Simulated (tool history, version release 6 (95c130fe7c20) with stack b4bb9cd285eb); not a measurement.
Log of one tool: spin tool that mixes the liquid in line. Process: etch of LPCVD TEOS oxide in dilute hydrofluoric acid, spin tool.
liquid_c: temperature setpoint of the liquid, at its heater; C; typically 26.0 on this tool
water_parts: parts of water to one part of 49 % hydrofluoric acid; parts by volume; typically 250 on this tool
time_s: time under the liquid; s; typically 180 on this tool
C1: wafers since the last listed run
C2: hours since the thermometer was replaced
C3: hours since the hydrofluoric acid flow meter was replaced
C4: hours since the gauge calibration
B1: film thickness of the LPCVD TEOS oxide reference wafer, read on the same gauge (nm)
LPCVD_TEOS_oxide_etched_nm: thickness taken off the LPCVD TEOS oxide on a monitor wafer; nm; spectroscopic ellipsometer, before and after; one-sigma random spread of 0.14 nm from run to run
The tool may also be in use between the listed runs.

Run 1, hour 0.0: usual settings; C1 0; C2 1264.1; C3 38.4; C4 132.1; B1 40.01. Result: LPCVD_TEOS_oxide_etched_nm 18.79 nm.
At hour 233.4: thermometer replaced.
Run 2, hour 314.4: usual settings; C1 1234; C2 81.0; C3 352.8; C4 446.5; B1 39.96. Result: LPCVD_TEOS_oxide_etched_nm 19.99 nm.
Run 3, hour 405.0: usual settings; C1 357; C2 171.6; C3 443.4; C4 537.1; B1 39.97. Result: LPCVD_TEOS_oxide_etched_nm 19.87 nm.
Run 4, hour 511.3: usual settings; C1 418; C2 277.9; C3 549.7; C4 643.4; B1 39.96. Result: LPCVD_TEOS_oxide_etched_nm 19.54 nm.
Run 5, hour 596.4: usual settings; C1 335; C2 363.0; C3 634.8; C4 728.5; B1 40.00. Result: LPCVD_TEOS_oxide_etched_nm 19.78 nm.
Run 6, hour 700.1: usual settings; C1 408; C2 466.7; C3 738.5; C4 832.2; B1 39.99. Result: LPCVD_TEOS_oxide_etched_nm 19.48 nm.
At hour 728.8: hydrofluoric acid flow meter replaced.
Run 7, hour 794.9: usual settings; C1 369; C2 561.5; C3 66.1; C4 927.0; B1 39.99. Result: LPCVD_TEOS_oxide_etched_nm 19.30 nm.
Run 8, hour 858.4: usual settings; C1 250; C2 625.0; C3 129.6; C4 990.5; B1 39.97. Result: LPCVD_TEOS_oxide_etched_nm 19.33 nm.
Run 9, hour 938.4: usual settings; C1 315; C2 705.0; C3 209.6; C4 1070.5; B1 39.99. Result: LPCVD_TEOS_oxide_etched_nm 19.27 nm.
Run 10, hour 979.1: usual settings but time_s 265 s; C1 160; C2 745.7; C3 250.3; C4 1111.2; B1 39.98. Result: LPCVD_TEOS_oxide_etched_nm 27.94 nm.
Run 11, hour 1019.4: usual settings but water_parts 200 parts by volume; C1 158; C2 786.0; C3 290.6; C4 1151.5; B1 40.00. Result: LPCVD_TEOS_oxide_etched_nm 25.15 nm.
Run 12, hour 1085.4: usual settings; C1 260; C2 852.0; C3 356.6; C4 1217.5; B1 40.02. Result: LPCVD_TEOS_oxide_etched_nm 19.20 nm.
Run 13, hour 1123.2: usual settings but water_parts 155 parts by volume, time_s 80 s; C1 148; C2 889.8; C3 394.4; C4 1255.3; B1 40.00. Result: LPCVD_TEOS_oxide_etched_nm 15.11 nm.
At hour 1336.6: hydrofluoric acid flow meter replaced.
Run 14, hour 1351.5: usual settings but liquid_c 21.5 C, water_parts 155 parts by volume, time_s 135 s; C1 895; C2 1118.1; C3 14.9; C4 1483.6; B1 40.03. Result: LPCVD_TEOS_oxide_etched_nm 21.35 nm.
Run 15, hour 1443.9: usual settings but liquid_c 22.0 C, water_parts 355 parts by volume; C1 364; C2 1210.5; C3 107.3; C4 1576.0; B1 39.99. Result: LPCVD_TEOS_oxide_etched_nm 10.43 nm.
Run 16, hour 1503.7: usual settings; C1 235; C2 1270.3; C3 167.1; C4 1635.8; B1 40.04. Result: LPCVD_TEOS_oxide_etched_nm 18.76 nm.
At hour 1601.7: thermometer replaced.
At hour 1678.9: gauge calibrated.
Run 17, hour 1758.1: usual settings; C1 998; C2 156.4; C3 421.5; C4 79.2; B1 40.01. Result: LPCVD_TEOS_oxide_etched_nm 19.65 nm.
Run 18, hour 1864.1: usual settings but liquid_c 28.0 C, time_s 95 s; C1 417; C2 262.4; C3 527.5; C4 185.2; B1 39.95. Result: LPCVD_TEOS_oxide_etched_nm 11.12 nm.
Run 19, hour 1915.7: usual settings but liquid_c 27.5 C, water_parts 315 parts by volume, time_s 215 s; C1 203; C2 314.0; C3 579.1; C4 236.8; B1 39.99. Result: LPCVD_TEOS_oxide_etched_nm 18.20 nm.
Run 20, hour 1953.1: usual settings but liquid_c 24.5 C, water_parts 215 parts by volume; C1 147; C2 351.4; C3 616.5; C4 274.2; B1 40.01. Result: LPCVD_TEOS_oxide_etched_nm 22.46 nm.
Run 21, hour 1991.9: usual settings but liquid_c 24.5 C, water_parts 160 parts by volume; C1 152; C2 390.2; C3 655.3; C4 313.0; B1 40.02. Result: LPCVD_TEOS_oxide_etched_nm 31.55 nm.
Run 22, hour 2028.2: usual settings but liquid_c 23.0 C, water_parts 330 parts by volume; C1 143; C2 426.5; C3 691.6; C4 349.3; B1 40.02. Result: LPCVD_TEOS_oxide_etched_nm 12.33 nm.
At hour 2033.2: hydrofluoric acid flow meter replaced.
Run 23, hour 2088.2: usual settings but liquid_c 24.5 C, water_parts 365 parts by volume; C1 232; C2 486.5; C3 55.0; C4 409.3; B1 40.02. Result: LPCVD_TEOS_oxide_etched_nm 11.36 nm.
Run 24, hour 2128.9: usual settings but water_parts 140 parts by volume; C1 160; C2 527.2; C3 95.7; C4 450.0; B1 40.01. Result: LPCVD_TEOS_oxide_etched_nm 38.84 nm.

5 ways to go on from here, each from the tool as it stands after run 24. What would each give?
Run A, hour 2129.4: usual settings; C1 1; C2 527.7; C3 96.2; C4 450.5; B1 ?. Result: LPCVD_TEOS_oxide_etched_nm ?.
Run B, hour 2129.4: usual settings but liquid_c 23.5 C, water_parts 155 parts by volume; C1 1; C2 527.7; C3 96.2; C4 450.5; B1 ?. Result: LPCVD_TEOS_oxide_etched_nm ?.
Run C, hour 2129.4: usual settings but liquid_c 28.0 C, water_parts 285 parts by volume, time_s 135 s; C1 1; C2 527.7; C3 96.2; C4 450.5; B1 ?. Result: LPCVD_TEOS_oxide_etched_nm ?.
Run D, hour 2129.4: usual settings but liquid_c 30.5 C; C1 1; C2 527.7; C3 96.2; C4 450.5; B1 ?. Result: LPCVD_TEOS_oxide_etched_nm ?.
Run E, hour 2129.4: usual settings but water_parts 360 parts by volume, time_s 220 s; C1 1; C2 527.7; C3 96.2; C4 450.5; B1 ?. Result: LPCVD_TEOS_oxide_etched_nm ?.

run     B1  LPCVD_TEOS_oxide_etched_nm
  A  40.01                       19.09
  B  40.01                       31.06
  C  40.01                       12.97
  D  40.01                       22.29
  E  40.01                       14.53
With no hidden state in the tool, these same runs would have given:
run  LPCVD_TEOS_oxide_etched_nm
  A                       19.78
  B                       32.30
  C                       13.42
  D                       23.06
  E                       15.02
